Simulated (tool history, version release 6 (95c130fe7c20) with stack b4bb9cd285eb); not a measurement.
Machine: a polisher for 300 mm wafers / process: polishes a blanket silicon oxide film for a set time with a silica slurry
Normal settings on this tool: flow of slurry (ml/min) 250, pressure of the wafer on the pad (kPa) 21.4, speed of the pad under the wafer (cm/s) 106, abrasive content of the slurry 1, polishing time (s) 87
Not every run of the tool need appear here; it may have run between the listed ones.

| run | hour | flow of slurry (ml/min) | pressure of the wafer on the pad (kPa) | speed of the pad under the wafer (cm/s) | abrasive content of the slurry | polishing time (s) | incoming thickness of the incoming film, nm | film removed (nm) |
|---|---|---|---|---|---|---|---|---|
| 1 | 0 | 250 | 21.4 | 106 | 1 | 87 | 896.1 | 180.4 |
| 2 | 6.6 | 250 | 21.4 | 106 | 1 | 87 | 894.7 | 179.6 |
| 3 | 17.2 | 250 | 21.4 | 106 | 1 | 87 | 883.9 | 182.3 |
|  | 48.4 | slurry blender recalibrated |
| 4 | 51.3 | 250 | 21.4 | 106 | 1 | 80 | 894.5 | 167.4 |
| 5 | 62 | 185 | 21.4 | 106 | 1 | 87 | 883.7 | 169.8 |
|  | 70.3 | slurry nozzle cleaned |
|  | 71 | worn pad replaced by a new one |
| 6 | 71.5 | 185 | 21.4 | 106 | 1 | 87 | 905.7 | 172.5 |
| 7 | 86.1 | 185 | 21.4 | 106 | 1 | 87 | 887.8 | 175.6 |
| 8 | 102.8 | 250 | 21.4 | 106 | 1 | 109 | 895.6 | 228.9 |
|  | 127.1 | head pressure recalibrated |
| 9 | 146.4 | 250 | 21.4 | 106 | 1 | 109 | 882.4 | 222.1 |
|  | 161.1 | worn pad replaced by a new one |
| 10 | 161.6 | 190 | 15.9 | 106 | 0.9 | 87 | 885.7 | 119.7 |
| 11 | 169.9 | 250 | 21.4 | 106 | 1.3 | 87 | 880.2 | 201.4 |
|  | 174.6 | conditioning disc replaced and pad reconditioned |
| 12 | 179.3 | 250 | 21.4 | 106 | 1 | 87 | 901.8 | 178.1 |
| 13 | 188.6 | 250 | 18.6 | 106 | 1 | 87 | 898.3 | 154.6 |
| 14 | 197.4 | 250 | 21.4 | 68 | 1.1 | 87 | 899.9 | 127.5 |
| 15 | 215.1 | 285 | 21.4 | 106 | 0.8 | 87 | 899.9 | 162.2 |
| 16 | 229.1 | 250 | 21.4 | 106 | 0.9 | 87 | 877.7 | 170.9 |
|  | 237.9 | worn pad replaced by a new one |
| 17 | 247.1 | 250 | 21.4 | 106 | 1 | 87 | 892.6 | 181.5 |
| 18 | 263.9 | 315 | 21.4 | 124 | 1.2 | 59 | 893.7 | 154.1 |
| 19 | 276.6 | 250 | 16.5 | 130 | 1 | 66 | 900.5 | 122.5 |
|  | 283 | slurry nozzle cleaned |
| 20 | 285.5 | 250 | 21.4 | 106 | 1 | 87 | 888.7 | 179.3 |
| 21 | 297.9 | 250 | 21.4 | 106 | 1 | 87 | 892 | 179.4 |
| 22 | 315.6 | 250 | 21.4 | 78 | 1 | 87 | 899.8 | 140.1 |
|  | 324.1 | worn pad replaced by a new one |
| 23 | 325.7 | 250 | 19.3 | 142 | 1 | 87 | 894.9 | 207.2 |
| 24 | 333.8 | 250 | 17.9 | 92 | 1.25 | 87 | 880.7 | 148.3 |
| 25 | 350.4 | 250 | 15.9 | 106 | 0.85 | 87 | 902.5 | 124.3 |

Below are 5 alternative next runs, each starting from the tool's condition after run 25. Predict each:
| A | 350.9 | 250 | 21.4 | 106 | 1 | 67 | 903.1 | ? |
| B | 350.9 | 305 | 21.4 | 106 | 1 | 87 | 903.1 | ? |
| C | 350.9 | 330 | 21.4 | 128 | 0.85 | 71 | 903.1 | ? |
| D | 350.9 | 295 | 14.5 | 106 | 0.75 | 114 | 903.1 | ? |
| E | 350.9 | 250 | 21.4 | 106 | 1 | 61 | 903.1 | ? |

| run | film removed (nm) |
|---|---|
| A | 138.9 |
| B | 184.1 |
| C | 162.1 |
| D | 140.2 |
| E | 126.5 |
Stripped of hidden state, with their random variation kept, the same runs would have yielded:
| run | film removed (nm) |
|---|---|
| A | 138.9 |
| B | 184.1 |
| C | 162.1 |
| D | 140.2 |
| E | 126.5 |

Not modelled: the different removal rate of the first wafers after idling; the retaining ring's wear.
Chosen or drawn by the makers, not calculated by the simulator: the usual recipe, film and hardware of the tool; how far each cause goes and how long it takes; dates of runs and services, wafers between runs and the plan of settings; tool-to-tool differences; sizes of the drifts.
